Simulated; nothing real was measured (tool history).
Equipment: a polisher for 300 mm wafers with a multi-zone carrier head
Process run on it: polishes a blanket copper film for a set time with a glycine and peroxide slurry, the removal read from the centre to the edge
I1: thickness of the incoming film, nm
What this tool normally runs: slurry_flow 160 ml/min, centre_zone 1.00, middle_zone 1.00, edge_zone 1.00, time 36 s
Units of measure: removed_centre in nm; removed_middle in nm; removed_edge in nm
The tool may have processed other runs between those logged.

run 1 hour=0.0 | slurry_flow=160 centre_zone=1.00 middle_zone=1.00 edge_zone=1.00 time=36 | I1=2016.9 | removed_centre=259.6 removed_middle=258.0 removed_edge=268.3
run 2 hour=29.4 | slurry_flow=160 centre_zone=1.00 middle_zone=1.00 edge_zone=1.00 time=36 | I1=1965.4 | removed_centre=258.7 removed_middle=256.9 removed_edge=268.3
run 3 hour=60.1 | slurry_flow=175 centre_zone=1.04 middle_zone=1.04 edge_zone=1.00 time=40 | I1=1967.2 | removed_centre=298.8 removed_middle=294.3 removed_edge=286.9
-- hour=82.1 edge zone pressure recalibrated
-- hour=95.4 worn pad replaced by a new one
run 4 hour=95.9 | slurry_flow=145 centre_zone=1.00 middle_zone=1.00 edge_zone=0.88 time=36 | I1=2017.5 | removed_centre=275.3 removed_middle=272.5 removed_edge=268.5
run 5 hour=116.1 | slurry_flow=160 centre_zone=1.00 middle_zone=1.06 edge_zone=1.00 time=45 | I1=2012.4 | removed_centre=351.9 removed_middle=364.6 removed_edge=352.6
-- hour=141.3 carrier head's membrane replaced by a new one
-- hour=145.6 centre zone pressure recalibrated
run 6 hour=146.1 | slurry_flow=160 centre_zone=1.00 middle_zone=1.00 edge_zone=1.00 time=36 | I1=1953.9 | removed_centre=271.0 removed_middle=274.0 removed_edge=274.8
run 7 hour=181.0 | slurry_flow=210 centre_zone=1.00 middle_zone=1.00 edge_zone=1.00 time=36 | I1=2010.9 | removed_centre=281.6 removed_middle=280.2 removed_edge=284.0
run 8 hour=211.5 | slurry_flow=160 centre_zone=0.96 middle_zone=1.00 edge_zone=1.00 time=36 | I1=1993.3 | removed_centre=256.8 removed_middle=263.4 removed_edge=271.6
run 9 hour=237.3 | slurry_flow=160 centre_zone=1.00 middle_zone=1.00 edge_zone=0.93 time=36 | I1=1974.6 | removed_centre=263.0 removed_middle=261.0 removed_edge=263.6
run 10 hour=266.4 | slurry_flow=160 centre_zone=1.00 middle_zone=1.00 edge_zone=1.00 time=36 | I1=1983.0 | removed_centre=263.1 removed_middle=259.6 removed_edge=271.2
run 11 hour=295.5 | slurry_flow=160 centre_zone=1.00 middle_zone=0.90 edge_zone=1.04 time=28 | I1=1990.4 | removed_centre=201.1 removed_middle=183.6 removed_edge=206.8
run 12 hour=331.1 | slurry_flow=160 centre_zone=1.00 middle_zone=1.00 edge_zone=1.00 time=36 | I1=1956.6 | removed_centre=256.3 removed_middle=252.2 removed_edge=266.9

Run 13 is up next; what results do you expect?
-- hour=353.3 worn pad replaced by a new one
run 13 hour=364.9 | slurry_flow=115 centre_zone=0.93 middle_zone=1.00 edge_zone=1.07 time=36 | I1=1999.0 | removed_centre=? removed_middle=? removed_edge=?

removed_centre: 238.0 nm
removed_middle: 258.1 nm
removed_edge: 274.3 nm
With the hidden condition absent and the run-to-run variation left alone, this run would have shown removed_centre 244.1 nm, removed_middle 264.7 nm, removed_edge 281.3 nm.
